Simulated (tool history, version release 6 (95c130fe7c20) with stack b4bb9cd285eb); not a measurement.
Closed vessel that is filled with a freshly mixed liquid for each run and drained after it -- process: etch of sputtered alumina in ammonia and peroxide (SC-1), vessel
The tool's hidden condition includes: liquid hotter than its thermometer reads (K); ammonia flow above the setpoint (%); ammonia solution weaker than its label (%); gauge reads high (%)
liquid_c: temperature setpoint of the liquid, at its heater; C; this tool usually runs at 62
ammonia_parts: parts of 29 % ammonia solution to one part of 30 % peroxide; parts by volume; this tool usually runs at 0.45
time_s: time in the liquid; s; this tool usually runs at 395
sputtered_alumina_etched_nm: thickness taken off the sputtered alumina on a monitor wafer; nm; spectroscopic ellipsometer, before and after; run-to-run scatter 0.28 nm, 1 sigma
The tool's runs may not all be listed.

run	hour	liquid_c	ammonia_parts	time_s	wafers since the last listed run	hours since the thermometer was replaced	hours since the ammonia flow meter was replaced	hours since the drum of ammonia solution was connected	hours since the gauge calibration	read-back film thickness of the sputtered alumina reference wafer, read on the same gauge (nm)	sputtered_alumina_etched_nm
1	0	62	0.45	470	0	141.7	1240.5	245.5	2181.7	65.91	44.85
2	86	62	0.45	470	5364	227.7	1326.5	331.5	2267.7	65.72	45.21
3	192.5	67.5	0.45	395	6642	334.2	1433	438	2374.2	65.56	49.27
4	277.3	67.5	0.45	395	5289	419	1517.8	522.8	2459	65.34	49.02
5	385.2	67.5	0.45	395	6730	526.9	1625.7	630.7	2566.9	65.13	49.24
# hour 407.6: gauge calibrated
6	424.1	62	0.45	395	2426	565.8	1664.6	669.6	16.5	70.01	39.57
# hour 433.9: ammonia flow meter replaced
7	482.3	62	0.6	395	3567	624	48.4	727.8	74.7	69.91	41.76
# hour 490.9: new drum of ammonia solution connected
8	520.5	62	0.6	395	2320	662.2	86.6	29.6	112.9	69.82	41.23
9	615.8	62	0.6	395	5944	757.5	181.9	124.9	208.2	69.64	40.78
10	668.8	62	0.55	395	3305	810.5	234.9	177.9	261.2	69.56	40.81
11	765.4	62	0.55	395	6025	907.1	331.5	274.5	357.8	69.32	40.77
12	807.2	62	0.55	395	2607	948.9	373.3	316.3	399.6	69.25	40.45
13	882.3	62	0.6	565	4684	1024	448.4	391.4	474.7	69.15	58.41
14	921.8	62	0.45	395	2463	1063.5	487.9	430.9	514.2	69.07	39.84
# hour 979.1: thermometer replaced
15	1007	62	0.55	395	5251	27.9	573.1	516.1	599.4	68.88	39.72
16	1082.8	68	0.3	525	4728	103.7	648.9	591.9	675.2	68.75	69.11
17	1150.7	65.5	0.6	615	4235	171.6	716.8	659.8	743.1	68.61	75.11
# hour 1213.7: new drum of ammonia solution connected
18	1298.6	57	0.6	590	9162	319.5	864.7	84.9	891	68.3	46.45
19	1395.1	67	0.45	395	6019	416	961.2	181.4	987.5	68.12	50.57
20	1458.1	65.5	0.45	395	3929	479	1024.2	244.4	1050.5	67.99	45.78
21	1523.2	56	0.6	220	4060	544.1	1089.3	309.5	1115.6	67.89	16.33
22	1573.5	62	0.45	215	3137	594.4	1139.6	359.8	1165.9	67.77	21.19
23	1643.5	62	0.45	395	4366	664.4	1209.6	429.8	1235.9	67.64	38.48
24	1690	66	0.3	255	2900	710.9	1256.1	476.3	1282.4	67.56	29.12
25	1777.7	62	0.3	245	5470	798.6	1343.8	564	1370.1	67.35	23.31
26	1869.6	68.5	0.25	175	5732	890.5	1435.7	655.9	1462	67.2	22.48
27	1920.4	62	0.45	395	3168	941.3	1486.5	706.7	1512.8	67.11	38.29

Alternative continuations, all from the tool just after run 27; predict every row:
A	1921.2	62	0.45	395	49	942.1	1487.3	707.5	1513.6	?	?
B	1921.2	55	0.35	220	49	942.1	1487.3	707.5	1513.6	?	?
C	1921.2	66	0.65	270	49	942.1	1487.3	707.5	1513.6	?	?
D	1921.2	62	0.35	265	49	942.1	1487.3	707.5	1513.6	?	?
E	1921.2	70	0.6	395	49	942.1	1487.3	707.5	1513.6	?	?

run	read-back film thickness of the sputtered alumina reference wafer, read on the same gauge (nm)	sputtered_alumina_etched_nm
A	67.07	38.68
B	67.07	14.63
C	67.07	33.43
D	67.07	25.34
E	67.07	58.97
Stripped of hidden state, with their random variation kept, the same runs would have yielded:
run	sputtered_alumina_etched_nm
A	40.36
B	15.26
C	34.88
D	26.44
E	61.53
